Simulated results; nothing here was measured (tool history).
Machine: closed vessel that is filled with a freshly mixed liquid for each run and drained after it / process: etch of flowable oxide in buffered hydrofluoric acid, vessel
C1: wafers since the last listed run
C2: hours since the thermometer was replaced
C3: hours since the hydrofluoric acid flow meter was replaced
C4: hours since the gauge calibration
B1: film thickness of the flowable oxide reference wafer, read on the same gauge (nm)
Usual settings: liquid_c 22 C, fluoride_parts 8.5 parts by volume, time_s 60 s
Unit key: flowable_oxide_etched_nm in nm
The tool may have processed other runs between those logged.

{"run": 1, "hour": 0.0, "liquid_c": 23, "fluoride_parts": 8.5, "time_s": 60, "C1": 0, "C2": 1380.7, "C3": 769.2, "C4": 401.5, "B1": 139.98, "flowable_oxide_etched_nm": 171.82}
{"run": 2, "hour": 7.4, "liquid_c": 22, "fluoride_parts": 8.5, "time_s": 60, "C1": 598, "C2": 1388.1, "C3": 776.6, "C4": 408.9, "B1": 140, "flowable_oxide_etched_nm": 162.26}
{"run": 3, "hour": 17.8, "liquid_c": 22, "fluoride_parts": 8.5, "time_s": 60, "C1": 841, "C2": 1398.5, "C3": 787, "C4": 419.3, "B1": 139.99, "flowable_oxide_etched_nm": 160.65}
{"run": 4, "hour": 24.0, "liquid_c": 22, "fluoride_parts": 7.5, "time_s": 60, "C1": 501, "C2": 1404.7, "C3": 793.2, "C4": 425.5, "B1": 140.02, "flowable_oxide_etched_nm": 185.28}
{"run": 5, "hour": 31.5, "liquid_c": 22, "fluoride_parts": 8.5, "time_s": 60, "C1": 606, "C2": 1412.2, "C3": 800.7, "C4": 433, "B1": 139.99, "flowable_oxide_etched_nm": 160.76}
{"run": 6, "hour": 40.0, "liquid_c": 22, "fluoride_parts": 8.5, "time_s": 85, "C1": 687, "C2": 1420.7, "C3": 809.2, "C4": 441.5, "B1": 140.04, "flowable_oxide_etched_nm": 227.75}
{"run": 7, "hour": 48.6, "liquid_c": 22, "fluoride_parts": 8.5, "time_s": 85, "C1": 695, "C2": 1429.3, "C3": 817.8, "C4": 450.1, "B1": 139.98, "flowable_oxide_etched_nm": 226.51}
{"hour": 55.7, "done": "thermometer replaced"}
{"hour": 61.1, "done": "gauge calibrated"}
{"run": 8, "hour": 63.3, "liquid_c": 22, "fluoride_parts": 8.5, "time_s": 60, "C1": 1108, "C2": 7.6, "C3": 832.5, "C4": 2.2, "B1": 139.97, "flowable_oxide_etched_nm": 174.68}
{"run": 9, "hour": 77.8, "liquid_c": 22, "fluoride_parts": 8.5, "time_s": 60, "C1": 1172, "C2": 22.1, "C3": 847, "C4": 16.7, "B1": 139.97, "flowable_oxide_etched_nm": 174.58}
{"run": 10, "hour": 131.6, "liquid_c": 22, "fluoride_parts": 10, "time_s": 60, "C1": 4351, "C2": 75.9, "C3": 900.8, "C4": 70.5, "B1": 139.99, "flowable_oxide_etched_nm": 153.48}
{"hour": 138.6, "done": "hydrofluoric acid flow meter replaced"}
{"run": 11, "hour": 146.8, "liquid_c": 22, "fluoride_parts": 11, "time_s": 60, "C1": 1148, "C2": 91.1, "C3": 8.2, "C4": 85.7, "B1": 139.98, "flowable_oxide_etched_nm": 146.22}
{"run": 12, "hour": 163.6, "liquid_c": 20, "fluoride_parts": 8.5, "time_s": 70, "C1": 1358, "C2": 107.9, "C3": 25, "C4": 102.5, "B1": 140.02, "flowable_oxide_etched_nm": 190.75}
{"run": 13, "hour": 170.0, "liquid_c": 22, "fluoride_parts": 8.5, "time_s": 60, "C1": 517, "C2": 114.3, "C3": 31.4, "C4": 108.9, "B1": 139.98, "flowable_oxide_etched_nm": 181.12}
{"run": 14, "hour": 186.8, "liquid_c": 22, "fluoride_parts": 8.5, "time_s": 60, "C1": 1358, "C2": 131.1, "C3": 48.2, "C4": 125.7, "B1": 140.02, "flowable_oxide_etched_nm": 181.31}
{"run": 15, "hour": 198.1, "liquid_c": 20.5, "fluoride_parts": 10.5, "time_s": 30, "C1": 914, "C2": 142.4, "C3": 59.5, "C4": 137, "B1": 139.96, "flowable_oxide_etched_nm": 69.67}
{"run": 16, "hour": 205.6, "liquid_c": 22, "fluoride_parts": 6, "time_s": 35, "C1": 606, "C2": 149.9, "C3": 67, "C4": 144.5, "B1": 139.99, "flowable_oxide_etched_nm": 148.7}
{"run": 17, "hour": 218.2, "liquid_c": 24, "fluoride_parts": 12, "time_s": 90, "C1": 1019, "C2": 162.5, "C3": 79.6, "C4": 157.1, "B1": 140.02, "flowable_oxide_etched_nm": 223.8}
{"run": 18, "hour": 233.7, "liquid_c": 19, "fluoride_parts": 6, "time_s": 35, "C1": 1253, "C2": 178, "C3": 95.1, "C4": 172.6, "B1": 140.04, "flowable_oxide_etched_nm": 125.19}
{"run": 19, "hour": 241.5, "liquid_c": 22, "fluoride_parts": 11, "time_s": 30, "C1": 630, "C2": 185.8, "C3": 102.9, "C4": 180.4, "B1": 139.99, "flowable_oxide_etched_nm": 72.06}
{"run": 20, "hour": 259.5, "liquid_c": 23.5, "fluoride_parts": 6, "time_s": 35, "C1": 1456, "C2": 203.8, "C3": 120.9, "C4": 198.4, "B1": 139.97, "flowable_oxide_etched_nm": 161.41}
{"run": 21, "hour": 270.6, "liquid_c": 22, "fluoride_parts": 8.5, "time_s": 90, "C1": 897, "C2": 214.9, "C3": 132, "C4": 209.5, "B1": 139.98, "flowable_oxide_etched_nm": 270.25}
{"run": 22, "hour": 285.3, "liquid_c": 22, "fluoride_parts": 8.5, "time_s": 60, "C1": 1189, "C2": 229.6, "C3": 146.7, "C4": 224.2, "B1": 140, "flowable_oxide_etched_nm": 178.53}
{"run": 23, "hour": 296.5, "liquid_c": 22, "fluoride_parts": 5.5, "time_s": 60, "C1": 905, "C2": 240.8, "C3": 157.9, "C4": 235.4, "B1": 139.98, "flowable_oxide_etched_nm": 276.06}
{"run": 24, "hour": 313.5, "liquid_c": 18, "fluoride_parts": 8.5, "time_s": 60, "C1": 1375, "C2": 257.8, "C3": 174.9, "C4": 252.4, "B1": 140, "flowable_oxide_etched_nm": 142.85}
{"run": 25, "hour": 326.8, "liquid_c": 25, "fluoride_parts": 6, "time_s": 75, "C1": 1075, "C2": 271.1, "C3": 188.2, "C4": 265.7, "B1": 139.98, "flowable_oxide_etched_nm": 377.17}
{"run": 26, "hour": 343.2, "liquid_c": 22, "fluoride_parts": 8.5, "time_s": 60, "C1": 1326, "C2": 287.5, "C3": 204.6, "C4": 282.1, "B1": 139.98, "flowable_oxide_etched_nm": 175.67}
{"run": 27, "hour": 352.5, "liquid_c": 17.5, "fluoride_parts": 6.5, "time_s": 70, "C1": 752, "C2": 296.8, "C3": 213.9, "C4": 291.4, "B1": 139.99, "flowable_oxide_etched_nm": 214.11}
{"run": 28, "hour": 360.9, "liquid_c": 19.5, "fluoride_parts": 6.5, "time_s": 60, "C1": 679, "C2": 305.2, "C3": 222.3, "C4": 299.8, "B1": 139.99, "flowable_oxide_etched_nm": 204.42}
{"run": 29, "hour": 408.5, "liquid_c": 17, "fluoride_parts": 8.5, "time_s": 30, "C1": 3850, "C2": 352.8, "C3": 269.9, "C4": 347.4, "B1": 140, "flowable_oxide_etched_nm": 66.5}
{"run": 30, "hour": 420.9, "liquid_c": 22, "fluoride_parts": 6, "time_s": 60, "C1": 1003, "C2": 365.2, "C3": 282.3, "C4": 359.8, "B1": 140.04, "flowable_oxide_etched_nm": 249.54}
{"run": 31, "hour": 435.8, "liquid_c": 18, "fluoride_parts": 10, "time_s": 60, "C1": 1205, "C2": 380.1, "C3": 297.2, "C4": 374.7, "B1": 139.99, "flowable_oxide_etched_nm": 123.99}
{"run": 32, "hour": 444.3, "liquid_c": 22, "fluoride_parts": 8.5, "time_s": 60, "C1": 687, "C2": 388.6, "C3": 305.7, "C4": 383.2, "B1": 139.98, "flowable_oxide_etched_nm": 175.1}
{"hour": 448.3, "done": "gauge calibrated"}
{"run": 33, "hour": 456.2, "liquid_c": 22, "fluoride_parts": 8.5, "time_s": 75, "C1": 962, "C2": 400.5, "C3": 317.6, "C4": 7.9, "B1": 139.97, "flowable_oxide_etched_nm": 217.64}

The logged runs with the hidden state left out (each run's random variation unchanged):
Hidden conditions of the tool in this case: liquid colder than its thermometer reads (K); hydrofluoric acid flow below the setpoint (%); gauge reads high (%).
run=1 flowable_oxide_etched_nm=199.17
run=2 flowable_oxide_etched_nm=188.29
run=3 flowable_oxide_etched_nm=186.71
run=4 flowable_oxide_etched_nm=215.91
run=5 flowable_oxide_etched_nm=187.08
run=6 flowable_oxide_etched_nm=265.29
run=7 flowable_oxide_etched_nm=264.1
run=8 flowable_oxide_etched_nm=187.42
run=9 flowable_oxide_etched_nm=187.56
run=10 flowable_oxide_etched_nm=165.64
run=11 flowable_oxide_etched_nm=150.2
run=12 flowable_oxide_etched_nm=196.89
run=13 flowable_oxide_etched_nm=187.02
run=14 flowable_oxide_etched_nm=187.68
run=15 flowable_oxide_etched_nm=72.04
run=16 flowable_oxide_etched_nm=153.49
run=17 flowable_oxide_etched_nm=231.99
run=18 flowable_oxide_etched_nm=129.72
run=19 flowable_oxide_etched_nm=74.95
run=20 flowable_oxide_etched_nm=167.65
run=21 flowable_oxide_etched_nm=282.94
run=22 flowable_oxide_etched_nm=187.36
run=23 flowable_oxide_etched_nm=287.93
run=24 flowable_oxide_etched_nm=150.58
run=25 flowable_oxide_etched_nm=394.91
run=26 flowable_oxide_etched_nm=185.87
run=27 flowable_oxide_etched_nm=225.19
run=28 flowable_oxide_etched_nm=215.06
run=29 flowable_oxide_etched_nm=71.03
run=30 flowable_oxide_etched_nm=264.32
run=31 flowable_oxide_etched_nm=132.31
run=32 flowable_oxide_etched_nm=187.85
run=33 flowable_oxide_etched_nm=233.84

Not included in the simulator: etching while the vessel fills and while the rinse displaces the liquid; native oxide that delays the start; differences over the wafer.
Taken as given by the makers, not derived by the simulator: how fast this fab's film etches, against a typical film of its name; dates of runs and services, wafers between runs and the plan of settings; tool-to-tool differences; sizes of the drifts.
